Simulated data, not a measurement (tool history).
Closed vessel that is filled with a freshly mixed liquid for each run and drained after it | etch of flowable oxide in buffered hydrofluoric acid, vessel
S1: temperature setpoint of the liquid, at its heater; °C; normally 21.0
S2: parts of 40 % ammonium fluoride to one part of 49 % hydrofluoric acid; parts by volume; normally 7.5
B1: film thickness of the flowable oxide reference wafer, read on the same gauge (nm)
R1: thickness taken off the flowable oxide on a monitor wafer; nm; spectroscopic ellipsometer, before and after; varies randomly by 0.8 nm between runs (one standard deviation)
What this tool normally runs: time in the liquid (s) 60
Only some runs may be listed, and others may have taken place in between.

run 1 hour=0.0 | S1=23.0 S2=7.5 time_in_the_liquid_(s)=60 | B1=141.51 | R1=182.81
run 2 hour=32.3 | S1=23.0 S2=7.5 time_in_the_liquid_(s)=60 | B1=141.85 | R1=183.20
run 3 hour=53.2 | S1=21.0 S2=9.5 time_in_the_liquid_(s)=60 | B1=142.07 | R1=128.78
run 4 hour=72.8 | S1=19.5 S2=7.5 time_in_the_liquid_(s)=60 | B1=142.28 | R1=150.77
-- hour=107.4 gauge calibrated
run 5 hour=114.2 | S1=19.5 S2=7.5 time_in_the_liquid_(s)=60 | B1=139.99 | R1=148.88
run 6 hour=147.6 | S1=21.0 S2=6.0 time_in_the_liquid_(s)=60 | B1=140.02 | R1=198.34
run 7 hour=176.3 | S1=21.0 S2=6.0 time_in_the_liquid_(s)=60 | B1=140.05 | R1=197.93
run 8 hour=201.9 | S1=21.0 S2=6.0 time_in_the_liquid_(s)=60 | B1=140.12 | R1=199.20
run 9 hour=214.3 | S1=21.0 S2=7.5 time_in_the_liquid_(s)=60 | B1=140.13 | R1=160.63
run 10 hour=227.2 | S1=21.0 S2=7.5 time_in_the_liquid_(s)=60 | B1=140.19 | R1=163.04
run 11 hour=256.6 | S1=21.0 S2=7.5 time_in_the_liquid_(s)=60 | B1=140.24 | R1=160.90
-- hour=263.1 hydrofluoric acid flow meter replaced
run 12 hour=273.2 | S1=21.0 S2=7.5 time_in_the_liquid_(s)=60 | B1=140.34 | R1=161.51
run 13 hour=307.0 | S1=22.0 S2=7.5 time_in_the_liquid_(s)=60 | B1=140.51 | R1=170.66
run 14 hour=331.8 | S1=21.0 S2=7.5 time_in_the_liquid_(s)=60 | B1=140.63 | R1=162.02
run 15 hour=362.0 | S1=21.0 S2=7.5 time_in_the_liquid_(s)=60 | B1=140.81 | R1=161.84
run 16 hour=385.9 | S1=25.5 S2=10.0 time_in_the_liquid_(s)=60 | B1=140.96 | R1=160.04
-- hour=407.8 thermometer replaced
run 17 hour=410.4 | S1=19.5 S2=7.5 time_in_the_liquid_(s)=60 | B1=141.13 | R1=150.07
run 18 hour=430.0 | S1=21.0 S2=7.5 time_in_the_liquid_(s)=60 | B1=141.32 | R1=163.40
run 19 hour=448.1 | S1=25.5 S2=7.5 time_in_the_liquid_(s)=95 | B1=141.49 | R1=327.09
run 20 hour=470.3 | S1=21.0 S2=5.0 time_in_the_liquid_(s)=60 | B1=141.67 | R1=233.67
run 21 hour=504.8 | S1=21.0 S2=7.5 time_in_the_liquid_(s)=60 | B1=142.03 | R1=162.73
run 22 hour=526.4 | S1=21.0 S2=7.5 time_in_the_liquid_(s)=60 | B1=142.21 | R1=161.89
run 23 hour=539.5 | S1=24.5 S2=5.0 time_in_the_liquid_(s)=85 | B1=142.40 | R1=405.26
run 24 hour=558.0 | S1=25.0 S2=7.5 time_in_the_liquid_(s)=70 | B1=142.59 | R1=238.58
-- hour=562.4 gauge calibrated
run 25 hour=592.7 | S1=18.5 S2=5.5 time_in_the_liquid_(s)=95 | B1=140.42 | R1=295.92
run 26 hour=621.7 | S1=21.0 S2=5.5 time_in_the_liquid_(s)=80 | B1=140.44 | R1=284.77
run 27 hour=643.2 | S1=19.0 S2=7.5 time_in_the_liquid_(s)=75 | B1=140.50 | R1=179.04
run 28 hour=655.7 | S1=22.5 S2=6.5 time_in_the_liquid_(s)=50 | B1=140.52 | R1=167.55
run 29 hour=679.9 | S1=22.5 S2=10.0 time_in_the_liquid_(s)=85 | B1=140.56 | R1=189.39
run 30 hour=705.0 | S1=25.0 S2=5.5 time_in_the_liquid_(s)=80 | B1=140.65 | R1=357.79

The tool's hidden state at each run:
liquid colder than its thermometer reads (K): 0 across all the runs
hydrofluoric acid flow below the setpoint (%): 0 across all the runs
H1: gauge reads high (%)
run=1 H1=1.1
run=2 H1=1.32
run=3 H1=1.48
run=4 H1=1.64
run=5 H1=-0.0141
run=6 H1=0.000382
run=7 H1=0.0293
run=8 H1=0.0679
run=9 H1=0.091
run=10 H1=0.118
run=11 H1=0.191
run=12 H1=0.239
run=13 H1=0.353
run=14 H1=0.45
run=15 H1=0.584
run=16 H1=0.701
run=17 H1=0.833
run=18 H1=0.946
run=19 H1=1.06
run=20 H1=1.2
run=21 H1=1.44
run=22 H1=1.61
run=23 H1=1.71
run=24 H1=1.86
run=25 H1=0.295
run=26 H1=0.319
run=27 H1=0.347
run=28 H1=0.367
run=29 H1=0.414
run=30 H1=0.474
